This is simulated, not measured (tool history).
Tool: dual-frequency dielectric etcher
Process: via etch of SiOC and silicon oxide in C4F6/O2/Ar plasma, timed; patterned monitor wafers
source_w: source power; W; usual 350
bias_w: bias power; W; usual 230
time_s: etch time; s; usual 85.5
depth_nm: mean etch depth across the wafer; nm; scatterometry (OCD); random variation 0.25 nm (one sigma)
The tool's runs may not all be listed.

run    hour  source_w  bias_w  time_s  read-back reference wafer on the same gauge, depth_nm  depth_nm
  1       0       350     230    85.5                                                  106.3      92.1
  2    97.5       350     230    85.5                                                  106.5      91.4
      157.3  -- wet clean of the chamber
  3   174.7       350     230    85.5                                                  106.3      93.8
      214.1  -- upper electrode replaced
  4   253.7       350     230    79.5                                                  106.3      86.8
  5     325       350     230    79.5                                                  106.3      86.3
  6   403.6       350     230    85.5                                                  106.4        93
      405.6  -- gauge calibrated
  7   467.2       350     230    85.5                                                  106.5      92.2
      484.7  -- bias power generator calibrated
  8   569.9       350     176   107.5                                                  106.4     106.5
  9   639.5       260     230    72.5                                                  106.4      73.2
 10   718.4       350     230    85.5                                                  106.4      92.2
      767.7  -- wet clean of the chamber
 11     776       350     230    72.5                                                  106.5      79.8
 12   815.8       310     280    85.5                                                  106.4      97.5
 13   855.3       320     230    85.5                                                  106.5      91.4
 14  1009.3       410     252      65                                                  106.3      75.8
 15  1070.5       350     276    85.5                                                  106.4      98.6
 16  1132.8       350     247    85.5                                                  106.6      94.8
 17  1183.7       270     230    98.5                                                  106.4     100.1
     1208.3  -- source power generator calibrated
 18  1243.5       310     192    85.5                                                  106.4      84.4
       1347  -- wet clean of the chamber
 19  1347.5       350     269    85.5                                                  106.3     100.1
 20  1372.9       350     172     111                                                  106.5     110.8
 21  1441.1       390     230     106                                                  106.5     119.3
 22  1538.6       410     287     109                                                  106.5     134.4
 23  1622.4       350     230    85.5                                                  106.4        93
 24  1672.3       350     230    85.5                                                  106.4      92.6
 25  1767.8       350     230    94.5                                                  106.4       102
 26  1848.1       350     230    85.5                                                  106.2      91.8
     1883.4  -- wet clean of the chamber
 27  1903.5       350     263    85.5                                                  106.5      97.7
 28  1972.9       330     192      67                                                  106.4      67.7

Forecast each of these 5 alternatives for the next run:
  A  1973.3       350     279    85.5                                                      ?         ?
  B  1973.3       280     230    85.5                                                      ?         ?
  C  1973.3       270     230      65                                                      ?         ?
  D  1973.3       290     262     106                                                      ?         ?
  E  1973.3       350     282    85.5                                                      ?         ?

run  read-back reference wafer on the same gauge, depth_nm  depth_nm
  A                                                  106.4      99.8
  B                                                  106.4      88.7
  C                                                  106.4      66.9
  D                                                  106.4     115.9
  E                                                  106.4     100.2
Without the tool's hidden state the same runs would have given:
run  depth_nm
  A     101.1
  B      89.8
  C      67.7
  D     117.4
  E     101.4
